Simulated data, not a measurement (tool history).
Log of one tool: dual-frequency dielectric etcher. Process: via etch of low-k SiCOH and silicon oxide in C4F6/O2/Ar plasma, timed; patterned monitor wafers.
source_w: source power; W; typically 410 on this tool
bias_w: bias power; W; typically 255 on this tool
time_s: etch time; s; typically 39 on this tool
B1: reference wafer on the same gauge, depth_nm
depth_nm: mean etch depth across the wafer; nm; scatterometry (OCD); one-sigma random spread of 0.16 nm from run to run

Run 1, hour 0: usual settings; B1 122. Result: depth_nm 108.2 nm.
Run 2, hour 23.9: usual settings; B1 122.1. Result: depth_nm 107.9 nm.
Run 3, hour 49: usual settings but bias_w 289 W, time_s 33.5 s; B1 122. Result: depth_nm 96.8 nm.
Run 4, hour 78.1: usual settings; B1 122. Result: depth_nm 107.7 nm.
Run 5, hour 101.4: usual settings but source_w 350 W, time_s 30.5 s; B1 122. Result: depth_nm 80.8 nm.
At hour 135.4: upper electrode replaced.
At hour 138.8: source power generator calibrated.
Run 6, hour 139.3: usual settings but source_w 350 W, time_s 30.5 s; B1 122. Result: depth_nm 80.2 nm.
Run 7, hour 139.7: usual settings but source_w 350 W, time_s 30.5 s; B1 122.1. Result: depth_nm 80.6 nm.
Run 8, hour 158.8: usual settings; B1 122.1. Result: depth_nm 107.1 nm.
At hour 206.8: wet clean of the chamber.
Run 9, hour 207.3: usual settings but source_w 360 W; B1 122. Result: depth_nm 105.6 nm.
At hour 223.6: bias power generator calibrated.
Run 10, hour 224.1: usual settings but source_w 500 W, bias_w 203 W, time_s 34.5 s; B1 122. Result: depth_nm 95.5 nm.
Run 11, hour 237.6: usual settings but source_w 440 W, bias_w 305 W, time_s 33.5 s; B1 122. Result: depth_nm 101.7 nm.
Run 12, hour 261.9: usual settings but bias_w 237 W, time_s 32.5 s; B1 121.9. Result: depth_nm 88.9 nm.
At hour 274.4: gauge calibrated.
Run 13, hour 289.8: usual settings; B1 122. Result: depth_nm 109.3 nm.
Run 14, hour 323.2: usual settings but bias_w 273 W; B1 121.9. Result: depth_nm 111.6 nm.
Run 15, hour 358.1: usual settings but source_w 350 W, time_s 30.5 s; B1 121.9. Result: depth_nm 81.5 nm.
Run 16, hour 372.5: usual settings but bias_w 303 W; B1 122. Result: depth_nm 115.4 nm.

Below, each run's measurement less what the same run would have read without the hidden state. Both values contain the same run-to-run variation, but the gauge's scatter may not be the same in both:
The tool's hidden condition here consists of: etch rate over this chamber's usual, %; source power that arrives over what is set, %; bias power that arrives over what is set, %; gauge reads high (%).
run  depth_nm
  1      -1.4
  2      -1.6
  3      -1.4
  4      -1.8
  5      -1.4
  6      -1.5
  7      -1.5
  8      -2.2
  9      +0.1
 10        +0
 11      -0.1
 12      -0.1
 13      -0.2
 14      -0.4
 15      -0.5
 16      -0.7
